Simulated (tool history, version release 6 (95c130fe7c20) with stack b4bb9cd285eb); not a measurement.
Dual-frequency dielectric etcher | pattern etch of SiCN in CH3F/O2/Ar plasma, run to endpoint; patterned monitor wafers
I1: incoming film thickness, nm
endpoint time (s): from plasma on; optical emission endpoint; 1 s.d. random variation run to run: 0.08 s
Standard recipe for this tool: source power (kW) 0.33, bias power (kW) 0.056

Run 1, hour 0: usual settings; I1 7.11. Result: endpoint time (s) 20.8.
Run 2, hour 28.5: usual settings; I1 7.08. Result: endpoint time (s) 20.6.
Run 3, hour 55.1: usual settings; I1 7.15. Result: endpoint time (s) 20.7.
Run 4, hour 71.5: usual settings; I1 7.09. Result: endpoint time (s) 20.6.
Run 5, hour 90.2: usual settings; I1 7.08. Result: endpoint time (s) 20.5.
Run 6, hour 124.5: usual settings; I1 7.08. Result: endpoint time (s) 20.5.
Run 7, hour 145.7: usual settings; I1 7.03. Result: endpoint time (s) 20.4.
Run 8, hour 165: usual settings; I1 7.11. Result: endpoint time (s) 20.4.
Run 9, hour 177.8: usual settings; I1 7.14. Result: endpoint time (s) 20.6.
Run 10, hour 203: usual settings; I1 7.1. Result: endpoint time (s) 20.4.
At hour 252.1: upper electrode replaced.
Run 11, hour 252.6: usual settings but bias power (kW) 0.049; I1 7.07. Result: endpoint time (s) 21.1.
Run 12, hour 252.9: usual settings; I1 7.13. Result: endpoint time (s) 20.5.
Run 13, hour 282: usual settings; I1 7.11. Result: endpoint time (s) 20.4.
At hour 289.5: bias power generator calibrated.
Run 14, hour 295.3: usual settings but source power (kW) 0.39; I1 7.17. Result: endpoint time (s) 19.1.
Run 15, hour 318.6: usual settings but source power (kW) 0.3, bias power (kW) 0.063; I1 7.03. Result: endpoint time (s) 20.3.
Run 16, hour 333.2: usual settings but source power (kW) 0.28, bias power (kW) 0.047; I1 7.16. Result: endpoint time (s) 23.1.
At hour 343.1: source power generator calibrated.
At hour 371.2: wet clean of the chamber.
Run 17, hour 371.7: usual settings but source power (kW) 0.29, bias power (kW) 0.068; I1 7.1. Result: endpoint time (s) 20.9.
Run 18, hour 388.3: usual settings; I1 7.09. Result: endpoint time (s) 20.8.
Run 19, hour 423.8: usual settings; I1 7.1. Result: endpoint time (s) 20.7.
Run 20, hour 452: usual settings but source power (kW) 0.36, bias power (kW) 0.069; I1 7.11. Result: endpoint time (s) 18.9.
Run 21, hour 478.5: usual settings but source power (kW) 0.37, bias power (kW) 0.042; I1 7.14. Result: endpoint time (s) 21.7.
Run 22, hour 503.7: usual settings but source power (kW) 0.28, bias power (kW) 0.049; I1 7.03. Result: endpoint time (s) 23.
Run 23, hour 516.3: usual settings but bias power (kW) 0.067; I1 7.09. Result: endpoint time (s) 19.5.
Run 24, hour 534.6: usual settings but source power (kW) 0.39, bias power (kW) 0.042; I1 7.11. Result: endpoint time (s) 21.1.
Run 25, hour 563.6: usual settings but source power (kW) 0.4, bias power (kW) 0.061; I1 7.06. Result: endpoint time (s) 18.4.
Run 26, hour 591.3: usual settings; I1 7.1. Result: endpoint time (s) 20.6.
Run 27, hour 621.8: usual settings but source power (kW) 0.4, bias power (kW) 0.066; I1 7.1. Result: endpoint time (s) 18.1.
Run 28, hour 654.5: usual settings but bias power (kW) 0.064; I1 7.13. Result: endpoint time (s) 19.8.
Run 29, hour 681.7: usual settings but source power (kW) 0.26; I1 7.05. Result: endpoint time (s) 22.8.

What if the next run were any one of these 3? Each begins from the tool's condition after run 29:
Run A, hour 682.1: usual settings; I1 7.17. Result: endpoint time (s) ?.
Run B, hour 682.1: usual settings but source power (kW) 0.37; I1 7.17. Result: endpoint time (s) ?.
Run C, hour 682.1: usual settings but bias power (kW) 0.068; I1 7.17. Result: endpoint time (s) ?.

run  endpoint time (s)
  A               20.9
  B               19.9
  C               19.7
Without the tool's unlogged condition, the same runs would have read:
run  endpoint time (s)
  A               21.1
  B               20.1
  C               19.9
